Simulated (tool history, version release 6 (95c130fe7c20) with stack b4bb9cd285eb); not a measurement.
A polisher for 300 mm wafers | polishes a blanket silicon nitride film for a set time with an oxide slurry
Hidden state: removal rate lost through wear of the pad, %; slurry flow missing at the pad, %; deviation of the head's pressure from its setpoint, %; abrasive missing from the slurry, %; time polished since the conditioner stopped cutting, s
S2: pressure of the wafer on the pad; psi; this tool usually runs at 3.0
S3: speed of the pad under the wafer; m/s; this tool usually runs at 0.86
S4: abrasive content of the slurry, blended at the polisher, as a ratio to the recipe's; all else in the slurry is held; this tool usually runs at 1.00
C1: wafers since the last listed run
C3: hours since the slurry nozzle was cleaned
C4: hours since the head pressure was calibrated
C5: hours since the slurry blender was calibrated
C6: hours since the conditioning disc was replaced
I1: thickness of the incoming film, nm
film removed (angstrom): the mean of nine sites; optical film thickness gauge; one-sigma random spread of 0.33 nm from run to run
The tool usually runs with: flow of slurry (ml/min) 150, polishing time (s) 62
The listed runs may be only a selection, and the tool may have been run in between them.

{"run": 1, "day": 0.0, "flow of slurry (ml/min)": 150, "S2": 3.0, "S3": 0.86, "S4": 1.0, "polishing time (s)": 62, "C1": 0, "wafers polished on this pad": 1205, "C3": 16.0, "C4": 8.0, "C5": 209.9, "C6": 29.4, "I1": 512.1, "film removed (angstrom)": 269}
{"run": 2, "day": 3.421, "flow of slurry (ml/min)": 150, "S2": 3.0, "S3": 0.86, "S4": 0.85, "polishing time (s)": 62, "C1": 519, "wafers polished on this pad": 1725, "C3": 98.1, "C4": 90.1, "C5": 292.0, "C6": 111.5, "I1": 517.2, "film removed (angstrom)": 246}
{"run": 3, "day": 5.5, "flow of slurry (ml/min)": 150, "S2": 3.0, "S3": 0.86, "S4": 1.0, "polishing time (s)": 62, "C1": 315, "wafers polished on this pad": 2041, "C3": 148.0, "C4": 140.0, "C5": 341.9, "C6": 161.4, "I1": 512.9, "film removed (angstrom)": 260}
{"run": 4, "day": 8.925, "flow of slurry (ml/min)": 150, "S2": 3.0, "S3": 0.86, "S4": 1.0, "polishing time (s)": 62, "C1": 520, "wafers polished on this pad": 2561, "C3": 230.2, "C4": 222.2, "C5": 424.1, "C6": 243.6, "I1": 508.8, "film removed (angstrom)": 260}
{"day": 10.921, "done": "worn pad replaced by a new one"}
{"run": 5, "day": 11.95, "flow of slurry (ml/min)": 150, "S2": 3.0, "S3": 0.86, "S4": 1.0, "polishing time (s)": 62, "C1": 434, "wafers polished on this pad": 156, "C3": 302.8, "C4": 294.8, "C5": 496.7, "C6": 316.2, "I1": 500.8, "film removed (angstrom)": 249}
{"day": 14.188, "done": "slurry blender recalibrated"}
{"run": 6, "day": 14.429, "flow of slurry (ml/min)": 150, "S2": 3.0, "S3": 0.86, "S4": 1.0, "polishing time (s)": 62, "C1": 364, "wafers polished on this pad": 520, "C3": 362.3, "C4": 354.3, "C5": 5.8, "C6": 375.7, "I1": 516.5, "film removed (angstrom)": 243}
{"day": 18.096, "done": "slurry nozzle cleaned"}
{"run": 7, "day": 18.846, "flow of slurry (ml/min)": 150, "S2": 3.0, "S3": 0.86, "S4": 1.0, "polishing time (s)": 62, "C1": 664, "wafers polished on this pad": 1185, "C3": 18.0, "C4": 460.3, "C5": 111.8, "C6": 481.7, "I1": 504.0, "film removed (angstrom)": 237}
{"day": 21.417, "done": "conditioning disc replaced and pad reconditioned"}
{"day": 21.554, "done": "head pressure recalibrated"}
{"run": 8, "day": 22.225, "flow of slurry (ml/min)": 195, "S2": 3.8, "S3": 0.86, "S4": 1.0, "polishing time (s)": 62, "C1": 488, "wafers polished on this pad": 1673, "C3": 99.1, "C4": 16.1, "C5": 192.9, "C6": 19.4, "I1": 519.7, "film removed (angstrom)": 365}
{"run": 9, "day": 29.4, "flow of slurry (ml/min)": 135, "S2": 3.0, "S3": 0.86, "S4": 1.0, "polishing time (s)": 62, "C1": 1090, "wafers polished on this pad": 2763, "C3": 271.3, "C4": 188.3, "C5": 365.1, "C6": 191.6, "I1": 508.8, "film removed (angstrom)": 263}
{"day": 29.996, "done": "worn pad replaced by a new one"}
{"run": 10, "day": 31.442, "flow of slurry (ml/min)": 195, "S2": 2.6, "S3": 0.6, "S4": 1.0, "polishing time (s)": 47, "C1": 284, "wafers polished on this pad": 219, "C3": 320.3, "C4": 237.3, "C5": 414.1, "C6": 240.6, "I1": 504.4, "film removed (angstrom)": 137}
{"day": 32.762, "done": "slurry blender recalibrated"}
{"run": 11, "day": 35.858, "flow of slurry (ml/min)": 150, "S2": 2.5, "S3": 1.16, "S4": 1.0, "polishing time (s)": 62, "C1": 658, "wafers polished on this pad": 878, "C3": 426.3, "C4": 343.3, "C5": 74.3, "C6": 346.6, "I1": 516.8, "film removed (angstrom)": 264}
{"day": 39.158, "done": "slurry nozzle cleaned"}
{"day": 40.046, "done": "conditioning disc replaced and pad reconditioned"}
{"day": 46.367, "done": "head pressure recalibrated"}
{"run": 12, "day": 46.388, "flow of slurry (ml/min)": 150, "S2": 2.2, "S3": 0.86, "S4": 1.2, "polishing time (s)": 55, "C1": 1568, "wafers polished on this pad": 2446, "C3": 173.5, "C4": 0.5, "C5": 327.0, "C6": 152.2, "I1": 511.1, "film removed (angstrom)": 189}
{"run": 13, "day": 49.75, "flow of slurry (ml/min)": 150, "S2": 3.0, "S3": 0.86, "S4": 1.0, "polishing time (s)": 62, "C1": 510, "wafers polished on this pad": 2957, "C3": 254.2, "C4": 81.2, "C5": 407.7, "C6": 232.9, "I1": 511.4, "film removed (angstrom)": 259}
{"day": 49.992, "done": "worn pad replaced by a new one"}
{"day": 51.233, "done": "slurry blender recalibrated"}
{"run": 14, "day": 51.588, "flow of slurry (ml/min)": 150, "S2": 3.0, "S3": 0.86, "S4": 1.0, "polishing time (s)": 62, "C1": 241, "wafers polished on this pad": 229, "C3": 298.3, "C4": 125.3, "C5": 8.5, "C6": 277.0, "I1": 500.3, "film removed (angstrom)": 258}
{"run": 15, "day": 55.992, "flow of slurry (ml/min)": 190, "S2": 3.3, "S3": 0.86, "S4": 1.25, "polishing time (s)": 62, "C1": 669, "wafers polished on this pad": 899, "C3": 404.0, "C4": 231.0, "C5": 114.2, "C6": 382.7, "I1": 510.5, "film removed (angstrom)": 308}
{"run": 16, "day": 57.9, "flow of slurry (ml/min)": 120, "S2": 2.0, "S3": 0.86, "S4": 1.0, "polishing time (s)": 62, "C1": 289, "wafers polished on this pad": 1189, "C3": 449.8, "C4": 276.8, "C5": 160.0, "C6": 428.5, "I1": 514.4, "film removed (angstrom)": 160}
{"day": 58.029, "done": "slurry nozzle cleaned"}
{"day": 58.988, "done": "conditioning disc replaced and pad reconditioned"}
{"run": 17, "day": 61.996, "flow of slurry (ml/min)": 110, "S2": 3.0, "S3": 0.86, "S4": 1.0, "polishing time (s)": 62, "C1": 603, "wafers polished on this pad": 1792, "C3": 95.2, "C4": 375.1, "C5": 258.3, "C6": 72.2, "I1": 510.3, "film removed (angstrom)": 260}
{"run": 18, "day": 64.108, "flow of slurry (ml/min)": 150, "S2": 2.6, "S3": 1.04, "S4": 0.8, "polishing time (s)": 40, "C1": 320, "wafers polished on this pad": 2113, "C3": 145.9, "C4": 425.8, "C5": 309.0, "C6": 122.9, "I1": 507.7, "film removed (angstrom)": 153}
{"run": 19, "day": 65.742, "flow of slurry (ml/min)": 150, "S2": 3.7, "S3": 0.86, "S4": 1.25, "polishing time (s)": 62, "C1": 248, "wafers polished on this pad": 2361, "C3": 185.1, "C4": 465.0, "C5": 348.2, "C6": 162.1, "I1": 505.4, "film removed (angstrom)": 373}
{"run": 20, "day": 68.992, "flow of slurry (ml/min)": 150, "S2": 2.2, "S3": 0.86, "S4": 1.0, "polishing time (s)": 83, "C1": 493, "wafers polished on this pad": 2855, "C3": 263.1, "C4": 543.0, "C5": 426.2, "C6": 240.1, "I1": 515.5, "film removed (angstrom)": 261}
{"day": 69.646, "done": "worn pad replaced by a new one"}
{"day": 71.483, "done": "slurry blender recalibrated"}
{"run": 21, "day": 72.012, "flow of slurry (ml/min)": 120, "S2": 2.0, "S3": 0.86, "S4": 1.0, "polishing time (s)": 62, "C1": 421, "wafers polished on this pad": 346, "C3": 335.6, "C4": 615.5, "C5": 12.7, "C6": 312.6, "I1": 514.2, "film removed (angstrom)": 166}
{"day": 73.342, "done": "head pressure recalibrated"}
{"run": 22, "day": 75.542, "flow of slurry (ml/min)": 195, "S2": 3.8, "S3": 0.86, "S4": 1.0, "polishing time (s)": 62, "C1": 523, "wafers polished on this pad": 870, "C3": 420.3, "C4": 52.8, "C5": 97.4, "C6": 397.3, "I1": 510.1, "film removed (angstrom)": 328}
{"run": 23, "day": 77.575, "flow of slurry (ml/min)": 150, "S2": 3.0, "S3": 0.86, "S4": 1.0, "polishing time (s)": 62, "C1": 308, "wafers polished on this pad": 1179, "C3": 469.1, "C4": 101.6, "C5": 146.2, "C6": 446.1, "I1": 507.2, "film removed (angstrom)": 248}
{"day": 78.908, "done": "conditioning disc replaced and pad reconditioned"}
{"day": 79.292, "done": "slurry nozzle cleaned"}
{"run": 24, "day": 80.371, "flow of slurry (ml/min)": 195, "S2": 3.8, "S3": 0.86, "S4": 1.0, "polishing time (s)": 62, "C1": 405, "wafers polished on this pad": 1585, "C3": 25.9, "C4": 168.7, "C5": 213.3, "C6": 35.1, "I1": 504.2, "film removed (angstrom)": 361}

5 options for the next run, each taken on its own from the tool as it stands now. Forecast them:
{"run": "A", "day": 80.388, "flow of slurry (ml/min)": 150, "S2": 3.0, "S3": 0.86, "S4": 1.1, "polishing time (s)": 62, "C1": 2, "wafers polished on this pad": 1587, "C3": 26.3, "C4": 169.1, "C5": 213.7, "C6": 35.5, "I1": 511.3, "film removed (angstrom)": "?"}
{"run": "B", "day": 80.388, "flow of slurry (ml/min)": 180, "S2": 2.2, "S3": 0.7, "S4": 1.0, "polishing time (s)": 62, "C1": 2, "wafers polished on this pad": 1587, "C3": 26.3, "C4": 169.1, "C5": 213.7, "C6": 35.5, "I1": 511.3, "film removed (angstrom)": "?"}
{"run": "C", "day": 80.388, "flow of slurry (ml/min)": 150, "S2": 3.0, "S3": 0.86, "S4": 0.7, "polishing time (s)": 62, "C1": 2, "wafers polished on this pad": 1587, "C3": 26.3, "C4": 169.1, "C5": 213.7, "C6": 35.5, "I1": 511.3, "film removed (angstrom)": "?"}
{"run": "D", "day": 80.388, "flow of slurry (ml/min)": 100, "S2": 3.8, "S3": 0.86, "S4": 1.0, "polishing time (s)": 56, "C1": 2, "wafers polished on this pad": 1587, "C3": 26.3, "C4": 169.1, "C5": 213.7, "C6": 35.5, "I1": 511.3, "film removed (angstrom)": "?"}
{"run": "E", "day": 80.388, "flow of slurry (ml/min)": 150, "S2": 3.0, "S3": 1.02, "S4": 1.3, "polishing time (s)": 46, "C1": 2, "wafers polished on this pad": 1587, "C3": 26.3, "C4": 169.1, "C5": 213.7, "C6": 35.5, "I1": 511.3, "film removed (angstrom)": "?"}

run=A film_removed_(angstrom)=284
run=B film_removed_(angstrom)=175
run=C film_removed_(angstrom)=214
run=D film_removed_(angstrom)=279
run=E film_removed_(angstrom)=260
Take away the tool's hidden state, keep each run's random variation, and the runs would have read:
run=A film_removed_(angstrom)=292
run=B film_removed_(angstrom)=178
run=C film_removed_(angstrom)=220
run=D film_removed_(angstrom)=288
run=E film_removed_(angstrom)=268

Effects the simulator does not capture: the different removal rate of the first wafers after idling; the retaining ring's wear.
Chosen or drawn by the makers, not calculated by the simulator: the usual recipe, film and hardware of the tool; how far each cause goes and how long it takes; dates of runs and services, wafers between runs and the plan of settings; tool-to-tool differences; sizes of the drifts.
